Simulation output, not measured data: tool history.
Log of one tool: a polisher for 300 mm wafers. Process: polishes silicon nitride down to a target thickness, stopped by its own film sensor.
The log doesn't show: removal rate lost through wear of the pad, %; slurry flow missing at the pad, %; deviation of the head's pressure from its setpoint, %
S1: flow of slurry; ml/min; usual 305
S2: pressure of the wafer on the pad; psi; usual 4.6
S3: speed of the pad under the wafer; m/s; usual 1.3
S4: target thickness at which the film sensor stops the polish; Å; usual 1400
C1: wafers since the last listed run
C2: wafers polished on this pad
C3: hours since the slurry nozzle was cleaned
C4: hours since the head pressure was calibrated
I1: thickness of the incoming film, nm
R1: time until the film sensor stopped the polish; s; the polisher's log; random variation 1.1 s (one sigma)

run	hour	S1	S2	S3	S4	C1	C2	C3	C4	I1	R1
1	0	305	4.6	1.3	1040	0	668	194.8	480.9	368.7	108.5
2	31.3	305	4.6	1.3	1040	331	999	226.1	512.2	363.9	108
3	60.3	305	4.6	1.3	1040	307	1307	255.1	541.2	369	112.2
# hour 68.8: worn pad replaced by a new one
4	86.3	240	4.6	1.3	1400	233	185	281.1	567.2	375.4	100.6
5	120.8	240	4.6	1.3	1400	365	551	315.6	601.7	378.3	102.8
6	133.8	240	4.6	1.3	1400	137	689	328.6	614.7	368.8	96.4
7	149.6	350	4.6	1.3	1400	167	856	344.4	630.5	367.8	94.2
8	177.7	305	4.6	1.3	1400	297	1154	372.5	658.6	369.9	97.3
9	210.9	305	4.6	1.3	1400	351	1506	405.7	691.8	373.9	98.7
# hour 219.5: worn pad replaced by a new one
10	240.6	305	4.6	1.3	1400	272	223	435.4	721.5	371.1	99.2
# hour 242.8: slurry nozzle cleaned
11	266.9	305	4.6	1.3	1150	268	491	24.1	747.8	363.8	105.3
12	279.3	305	4.6	0.98	1400	131	623	36.5	760.2	372.1	123.9
# hour 348.6: worn pad replaced by a new one
13	356.3	345	4	1.68	610	773	81	113.5	837.2	371.8	128.5
14	371.1	305	3.9	1.3	1720	156	238	128.3	852	365.9	100.9
# hour 400.1: head pressure recalibrated
15	403.2	400	3.5	1.72	2110	319	557	160.4	3.1	364.7	62.5
16	429.2	365	4.6	1.58	1400	275	832	186.4	29.1	368.1	74.7
17	455.4	240	4.6	1.3	1400	277	1110	212.6	55.3	361.5	86.2
# hour 476.7: worn pad replaced by a new one
18	479.5	305	4.6	0.96	960	213	29	236.7	79.4	362.3	135.6
19	510.8	305	4.6	1.3	1400	331	361	268	110.7	368.4	91.4
20	537.8	380	4.6	1.66	1100	286	647	295	137.7	368.3	86.1
21	561.1	370	5.9	1.52	1400	246	894	318.3	161	367.4	61.9
22	592.7	340	4.6	1.56	2070	334	1229	349.9	192.6	372.5	57
23	607.3	305	4.6	1.3	1750	154	1384	364.5	207.2	363.2	76.2
# hour 619.7: worn pad replaced by a new one
24	642.9	305	4.6	1.52	1400	334	245	400.1	242.8	374.4	83.9

3 ways to go on from here, each from the tool as it stands after run 24. What would each give?
A	643.4	305	4.6	1.3	1400	5	251	400.6	243.3	375.5	?
B	643.4	350	3.4	1.7	1730	5	251	400.6	243.3	375.5	?
C	643.4	340	5.1	1.3	1400	5	251	400.6	243.3	375.5	?

run	R1
A	95.1
B	88.5
C	85.2
Without the tool's hidden state the same runs would have given:
run	R1
A	90.8
B	84.5
C	81.4
